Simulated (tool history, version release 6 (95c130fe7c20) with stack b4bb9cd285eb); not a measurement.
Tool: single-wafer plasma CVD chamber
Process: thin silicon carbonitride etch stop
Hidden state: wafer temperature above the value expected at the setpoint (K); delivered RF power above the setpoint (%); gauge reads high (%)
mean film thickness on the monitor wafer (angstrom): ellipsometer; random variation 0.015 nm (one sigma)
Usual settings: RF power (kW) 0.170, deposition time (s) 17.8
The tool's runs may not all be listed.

run	day	RF power (kW)	deposition time (s)	wafers since the last listed run	hours since the last thermocouple change	hours since the last RF generator calibration	hours since the showerhead was replaced	hours since the gauge calibration	read-back reference wafer on the same gauge, thickness_nm	mean film thickness on the monitor wafer (angstrom)
1	0.000	0.170	17.8	0	2538.5	2390.1	3133.5	36.1	9.710	100.01
2	2.133	0.170	17.8	1055	2589.7	2441.3	3184.7	87.3	9.720	99.81
3	2.538	0.155	17.8	199	2599.4	2451.0	3194.4	97.0	9.720	97.44
4	2.975	0.155	17.8	216	2609.9	2461.5	3204.9	107.5	9.721	97.25
5	3.671	0.155	17.8	344	2626.6	2478.2	3221.6	124.2	9.739	97.09
6	3.975	0.170	19.6	150	2633.9	2485.5	3228.9	131.5	9.729	110.17
7	4.542	0.170	19.6	280	2647.5	2499.1	3242.5	145.1	9.745	109.85
8	4.833	0.170	19.6	144	2654.5	2506.1	3249.5	152.1	9.745	110.36
9	5.138	0.170	17.8	150	2661.8	2513.4	3256.8	159.4	9.745	100.27
10	5.458	0.170	17.8	158	2669.5	2521.1	3264.5	167.1	9.752	100.07
# day 5.954: thermocouple changed; heater temperature recalibrated
# day 6.225: showerhead replaced
11	6.246	0.170	17.8	89	7.0	2540.0	0.5	186.0	9.755	100.26
12	6.258	0.170	17.8	6	7.3	2540.3	0.8	186.3	9.763	100.33
# day 7.096: RF generator calibrated
13	7.117	0.170	17.8	259	27.9	0.5	21.4	206.9	9.778	100.32
14	7.133	0.170	17.8	8	28.3	0.9	21.8	207.3	9.777	100.41
15	7.458	0.170	17.8	160	36.1	8.7	29.6	215.1	9.783	100.41
16	8.154	0.170	17.8	344	52.8	25.4	46.3	231.8	9.791	100.36
# day 8.842: gauge calibrated
17	8.883	0.150	17.8	360	70.3	42.9	63.8	1.0	9.727	96.44
18	9.392	0.200	17.8	251	82.5	55.1	76.0	13.2	9.720	104.72
19	9.783	0.150	17.8	193	91.9	64.5	85.4	22.6	9.727	96.47
20	10.383	0.200	20.6	296	106.3	78.9	99.8	37.0	9.727	121.06
21	11.058	0.185	14.6	333	122.5	95.1	116.0	53.2	9.728	83.92
22	11.583	0.185	15.0	259	135.1	107.7	128.6	65.8	9.733	86.24
23	11.912	0.170	19.3	162	143.0	115.6	136.5	73.7	9.732	108.37
24	12.338	0.195	17.8	210	153.2	125.8	146.7	83.9	9.742	103.87
25	12.633	0.200	19.4	146	160.3	132.9	153.8	91.0	9.743	114.08
26	13.275	0.170	17.8	317	175.7	148.3	169.2	106.4	9.745	100.25
27	13.604	0.140	14.9	162	183.6	156.2	177.1	114.3	9.742	79.60
28	13.946	0.160	16.7	168	191.8	164.4	185.3	122.5	9.742	92.17
29	14.517	0.200	14.2	282	205.5	178.1	199.0	136.2	9.756	83.59
30	15.212	0.180	19.1	344	222.2	194.8	215.7	152.9	9.759	109.20
31	15.479	0.170	19.6	131	228.6	201.2	222.1	159.3	9.763	110.64
32	16.021	0.200	21.1	267	241.6	214.2	235.1	172.3	9.773	124.23
33	16.629	0.180	16.5	300	256.2	228.8	249.7	186.9	9.773	94.83
34	17.317	0.160	16.7	340	272.7	245.3	266.2	203.4	9.787	92.64
35	17.696	0.170	17.8	187	281.8	254.4	275.3	212.5	9.789	100.69
36	17.962	0.170	17.8	131	288.2	260.8	281.7	218.9	9.803	100.45

The tool's hidden state at each run:
wafer temperature above the value expected at the setpoint (K): 0 in every run
delivered RF power above the setpoint (%): 0 in every run
H1: gauge reads high (%)
run	H1
1	0.008
2	0.111
3	0.141
4	0.176
5	0.239
6	0.27
7	0.331
8	0.365
9	0.402
10	0.444
11	0.553
12	0.555
13	0.687
14	0.69
15	0.744
16	0.866
17	0.149
18	0.152
19	0.157
20	0.172
21	0.195
22	0.22
23	0.238
24	0.264
25	0.285
26	0.334
27	0.363
28	0.395
29	0.453
30	0.532
31	0.565
32	0.635
33	0.721
34	0.826
35	0.888
36	0.934
